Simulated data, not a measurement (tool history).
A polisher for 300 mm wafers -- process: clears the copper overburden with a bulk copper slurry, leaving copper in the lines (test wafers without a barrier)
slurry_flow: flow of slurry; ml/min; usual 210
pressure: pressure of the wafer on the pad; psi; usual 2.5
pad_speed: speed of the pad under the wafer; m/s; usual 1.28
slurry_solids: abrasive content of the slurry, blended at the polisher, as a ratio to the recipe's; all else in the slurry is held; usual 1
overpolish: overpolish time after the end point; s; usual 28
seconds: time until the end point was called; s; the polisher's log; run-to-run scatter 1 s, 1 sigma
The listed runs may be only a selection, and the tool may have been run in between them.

run,day,slurry_flow,pressure,pad_speed,slurry_solids,overpolish,"incoming thickness of the incoming film, nm",seconds
1,0,270,2.5,1.28,1,32,961.9,82.8
2,0.796,270,2.5,1.28,1,32,960.1,83.1
# day 2.012: worn pad replaced by a new one
3,2.242,270,2.5,1.28,1,32,953.2,82.2
4,3.112,210,2.5,1.02,1,28,953.8,103.2
5,3.838,210,2.5,1.28,0.85,28,965.4,90.8
6,4.85,210,2.5,1.28,0.85,28,941.2,87.2
7,6.092,210,2.5,1.28,1.3,28,951,80.7
8,6.854,180,1.9,1.28,1.3,24,947.7,102.5
9,7.775,210,2.5,1.68,1,28,961.5,66.5
10,9.275,210,2.5,1.28,0.85,14,953.9,90.7
# day 10.338: worn pad replaced by a new one
# day 10.521: slurry nozzle cleaned
11,10.733,210,2.5,0.86,1,28,955.3,122.5
12,11.871,265,2.5,1.28,1,28,946,85.1
13,12.692,250,2.5,1.42,1.15,34,959.1,75.2
14,13.588,140,2.5,1.28,1,28,956.7,91.5
15,14.758,210,2.5,1.28,1,28,968.8,89.1
16,15.604,270,2.5,1.28,1,32,946.1,85.6
17,16.35,210,2.5,1.28,1,28,957.9,88.9
18,17.488,210,2.2,1,0.85,28,965.5,129.5
# day 17.738: slurry blender recalibrated
# day 17.775: worn pad replaced by a new one
# day 18.179: head pressure recalibrated
19,18.796,210,2.5,1.28,1,28,951.3,83.8
20,19.746,210,2.5,1.28,1,37,974.1,88.2
21,20.975,285,2.5,1.04,0.7,28,954.6,106.9
22,21.725,255,2.9,1.28,0.7,36,943.7,78
23,22.342,210,3.1,1.14,0.85,33,967.5,82
# day 22.625: slurry nozzle cleaned
24,22.875,210,2.5,1.28,1.25,28,952.8,82.5
25,23.742,150,2.5,1.28,1,28,952.7,87.3
26,25.008,210,2.5,1.28,1,28,954.2,84.3
27,26.3,210,2.5,1.28,1,28,955.6,86.1

Predict each of these 5 candidate next runs independently; none follows another, all start after run 27:
A,26.321,210,2.5,1.54,1,28,962,?
B,26.321,210,2.8,1.28,1,28,962,?
C,26.321,145,2.2,1.28,0.7,28,962,?
D,26.321,180,2.5,1.48,1.3,28,962,?
E,26.321,210,1.8,1.46,1,42,962,?

run,seconds
A,72
B,77.1
C,106.3
D,71.4
E,101.1
Stripped of hidden state, with their random variation kept, the same runs would have yielded:
run,seconds
A,69.5
B,74.4
C,102.8
D,68.8
E,97.6

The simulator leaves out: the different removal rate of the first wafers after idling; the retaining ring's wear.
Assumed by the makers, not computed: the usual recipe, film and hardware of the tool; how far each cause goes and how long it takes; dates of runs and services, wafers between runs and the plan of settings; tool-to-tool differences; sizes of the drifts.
